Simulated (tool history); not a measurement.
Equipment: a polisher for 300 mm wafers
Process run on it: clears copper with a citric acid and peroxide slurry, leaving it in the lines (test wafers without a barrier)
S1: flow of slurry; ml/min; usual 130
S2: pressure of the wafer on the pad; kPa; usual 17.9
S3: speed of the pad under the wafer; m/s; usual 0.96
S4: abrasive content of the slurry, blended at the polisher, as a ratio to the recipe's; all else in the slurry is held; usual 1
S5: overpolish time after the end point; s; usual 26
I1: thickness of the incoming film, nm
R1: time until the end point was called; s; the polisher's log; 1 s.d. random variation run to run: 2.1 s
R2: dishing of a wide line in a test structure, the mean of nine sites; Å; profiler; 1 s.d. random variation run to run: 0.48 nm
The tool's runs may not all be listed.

Run 1, hour 0: usual settings; I1 268.3. Result: R1 178.3 s, R2 250 Å.
At hour 46: slurry blender recalibrated.
Run 2, hour 85.8: usual settings; I1 268.2. Result: R1 175.7 s, R2 255 Å.
Run 3, hour 121.5: usual settings; I1 267.4. Result: R1 173.6 s, R2 258 Å.
At hour 160.7: slurry nozzle cleaned.
Run 4, hour 162.5: usual settings; I1 268.3. Result: R1 178.4 s, R2 259 Å.
Run 5, hour 202: usual settings; I1 271.2. Result: R1 182.1 s, R2 260 Å.
At hour 226.9: worn pad replaced by a new one.
Run 6, hour 263.2: usual settings; I1 270.2. Result: R1 163.7 s, R2 266 Å.
Run 7, hour 317.9: usual settings; I1 265.7. Result: R1 169.2 s, R2 266 Å.
Run 8, hour 372.4: usual settings; I1 274.7. Result: R1 179.6 s, R2 258 Å.
At hour 416.1: slurry blender recalibrated.
Run 9, hour 422: usual settings; I1 267. Result: R1 168.6 s, R2 264 Å.
Run 10, hour 478.5: usual settings; I1 273.8. Result: R1 171.1 s, R2 258 Å.
Run 11, hour 508.4: usual settings; I1 271.6. Result: R1 175.9 s, R2 256 Å.
At hour 537.9: slurry nozzle cleaned.
Run 12, hour 562.9: usual settings; I1 265.6. Result: R1 175.2 s, R2 246 Å.
Run 13, hour 625.7: usual settings; I1 275.3. Result: R1 189.2 s, R2 244 Å.
At hour 647.6: head pressure recalibrated.
At hour 660.2: worn pad replaced by a new one.
Run 14, hour 661: usual settings but S3 0.78 m/s, S4 1.2; I1 266.4. Result: R1 177.9 s, R2 247 Å.
Run 15, hour 690.5: usual settings; I1 269.9. Result: R1 168.9 s, R2 264 Å.
Run 16, hour 754.3: usual settings; I1 271.4. Result: R1 173.6 s, R2 255 Å.
Run 17, hour 823.5: usual settings but S1 145 ml/min; I1 268.9. Result: R1 180.4 s, R2 245 Å.
At hour 843.3: slurry blender recalibrated.
Run 18, hour 877.6: usual settings but S3 0.76 m/s; I1 273. Result: R1 201.3 s, R2 227 Å.
Run 19, hour 948.4: usual settings but S1 170 ml/min, S2 12.4 kPa, S3 1.08 m/s, S5 37 s; I1 265.2. Result: R1 220.3 s, R2 278 Å.
At hour 974.5: slurry nozzle cleaned.
Run 20, hour 1017.4: usual settings but S2 15.9 kPa; I1 267. Result: R1 208.1 s, R2 228 Å.
At hour 1091.5: worn pad replaced by a new one.
Run 21, hour 1167.3: usual settings; I1 269.4. Result: R1 170.8 s, R2 266 Å.
At hour 1218.7: slurry blender recalibrated.
Run 22, hour 1226.2: usual settings but S3 0.74 m/s, S5 38 s; I1 263.7. Result: R1 194.1 s, R2 316 Å.
Run 23, hour 1398.3: usual settings but S3 1.3 m/s, S4 0.8, S5 19 s; I1 270.8. Result: R1 152.5 s, R2 231 Å.
At hour 1417.3: slurry nozzle cleaned.
At hour 1425.6: worn pad replaced by a new one.
Run 24, hour 1475.4: usual settings but S1 150 ml/min; I1 268.7. Result: R1 163.9 s, R2 265 Å.
Run 25, hour 1537.9: usual settings but S3 1.08 m/s, S5 41 s; I1 273.1. Result: R1 163.8 s, R2 364 Å.
Run 26, hour 1562.9: usual settings but S2 13.1 kPa, S3 0.84 m/s, S4 1.1; I1 271.2. Result: R1 256.5 s, R2 189 Å.
Run 27, hour 1593: usual settings but S2 22.8 kPa, S5 39 s; I1 267.5. Result: R1 145.3 s, R2 388 Å.
Run 28, hour 1620.9: usual settings but S1 170 ml/min, S2 13.1 kPa, S3 0.66 m/s, S5 42 s; I1 270.1. Result: R1 306.6 s, R2 244 Å.
At hour 1633.9: slurry blender recalibrated.
At hour 1680.5: head pressure recalibrated.
At hour 1775.3: worn pad replaced by a new one.
Run 29, hour 1789.9: usual settings; I1 268. Result: R1 159.9 s, R2 280 Å.

Forecast each of these 3 alternatives for the next run:
Run A, hour 1790.4: usual settings; I1 267. Result: R1 ?, R2 ?.
Run B, hour 1790.4: usual settings but S1 100 ml/min, S4 1.15; I1 267. Result: R1 ?, R2 ?.
Run C, hour 1790.4: usual settings but S1 95 ml/min, S3 1.2 m/s, S4 0.75, S5 14 s; I1 267. Result: R1 ?, R2 ?.

run     R1   R2
  A  160.2  279
  B  163.6  275
  C  153.8  176
The same runs, with their run-to-run variation unchanged, on a tool lacking any hidden condition would have given:
run     R1   R2
  A  156.8  283
  B  160.1  279
  C  150.6  179
